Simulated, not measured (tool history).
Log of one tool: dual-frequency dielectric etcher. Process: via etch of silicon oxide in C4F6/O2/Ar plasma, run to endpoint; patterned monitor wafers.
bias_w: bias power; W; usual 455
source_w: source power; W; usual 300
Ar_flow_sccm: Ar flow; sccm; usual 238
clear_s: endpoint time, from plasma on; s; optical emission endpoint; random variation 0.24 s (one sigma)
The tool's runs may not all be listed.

run	hour	bias_w	source_w	Ar_flow_sccm	wafers since the last listed run	hours since the last wet clean	hours since the last bias power generator calibration	hours since the last source power generator calibration	hours since the last Ar flow controller change	hours since the last upper electrode change	incoming incoming film thickness, nm	clear_s
1	0	455	260	238	0	299.6	1411.7	2959.2	1565	5618.6	192.1	52.1
2	100.7	455	300	208	1508	400.3	1512.4	3059.9	1665.7	5719.3	189.7	48.8
3	144.5	455	300	208	655	444.1	1556.2	3103.7	1709.5	5763.1	191.5	48.6
4	221.8	455	300	263	1157	521.4	1633.5	3181	1786.8	5840.4	190.8	49.9
# hour 251.6: wet clean of the chamber
# hour 349.9: upper electrode replaced
5	350.4	455	240	238	1207	98.8	1762.1	3309.6	1915.4	0.5	191.7	54
6	413.5	455	240	238	944	161.9	1825.2	3372.7	1978.5	63.6	193	54.4
7	473.3	455	240	238	895	221.7	1885	3432.5	2038.3	123.4	190.8	54.4
8	524	455	300	238	759	272.4	1935.7	3483.2	2089	174.1	192.1	49.6
9	574	455	300	238	748	322.4	1985.7	3533.2	2139	224.1	189.8	48.8
10	647.6	455	350	238	1102	396	2059.3	3606.8	2212.6	297.7	188.8	45.9
# hour 674.6: source power generator calibrated
# hour 697.9: bias power generator calibrated
11	727.2	563	330	238	1072	475.6	29.3	52.6	2292.2	377.3	191.5	44.1
# hour 762.7: Ar flow controller replaced
# hour 802.2: wet clean of the chamber
12	810.5	529	250	238	798	8.3	112.6	135.9	47.8	460.6	189.4	49.5
13	854.3	547	250	282	655	52.1	156.4	179.7	91.6	504.4	191.7	49.9
14	896.6	500	300	190	633	94.4	198.7	222	133.9	546.7	191.6	46.8
15	954.6	485	350	238	868	152.4	256.7	280	191.9	604.7	190.9	45.4
16	1015.6	354	370	293	913	213.4	317.7	341	252.9	665.7	193.8	50.7
17	1074.5	455	340	275	882	272.3	376.6	399.9	311.8	724.6	191.4	47.8
18	1140.9	455	380	238	994	338.7	443	466.3	378.2	791	190.6	44.5
19	1202.6	455	300	213	924	400.4	504.7	528	439.9	852.7	190.1	49
# hour 1259.1: wet clean of the chamber
20	1259.6	484	340	192	494	0.5	561.7	585	496.9	909.7	192.6	45.7
21	1303.6	455	300	238	658	44.5	605.7	629	540.9	953.7	192.2	49.6
22	1340.7	455	300	238	555	81.6	642.8	666.1	578	990.8	191	49.6
23	1399.3	533	300	238	877	140.2	701.4	724.7	636.6	1049.4	189.3	46.8
24	1446.4	455	300	238	705	187.3	748.5	771.8	683.7	1096.5	191.3	49.5
25	1482.7	455	300	238	543	223.6	784.8	808.1	720	1132.8	192.8	50
26	1568.3	536	320	238	1281	309.2	870.4	893.7	805.6	1218.4	190.6	45.4
27	1642.3	345	300	253	1108	383.2	944.4	967.7	879.6	1292.4	190.9	54.1
# hour 1849.2: wet clean of the chamber
28	1945.1	494	300	187	4175	95.9	1247.2	1270.5	1182.4	1595.2	192.3	47.7

Forecast each of these 5 alternatives for the next run:
A	1945.5	455	300	190	5	96.3	1247.6	1270.9	1182.8	1595.6	189.5	?
B	1945.5	455	300	219	5	96.3	1247.6	1270.9	1182.8	1595.6	189.5	?
C	1945.5	424	230	213	5	96.3	1247.6	1270.9	1182.8	1595.6	189.5	?
D	1945.5	455	280	238	5	96.3	1247.6	1270.9	1182.8	1595.6	189.5	?
E	1945.5	455	300	211	5	96.3	1247.6	1270.9	1182.8	1595.6	189.5	?

run	clear_s
A	48.5
B	49.1
C	55.3
D	50.7
E	48.9
Without the tool's hidden state the same runs would have given:
run	clear_s
A	47.8
B	48.3
C	54.4
D	49.9
E	48.2

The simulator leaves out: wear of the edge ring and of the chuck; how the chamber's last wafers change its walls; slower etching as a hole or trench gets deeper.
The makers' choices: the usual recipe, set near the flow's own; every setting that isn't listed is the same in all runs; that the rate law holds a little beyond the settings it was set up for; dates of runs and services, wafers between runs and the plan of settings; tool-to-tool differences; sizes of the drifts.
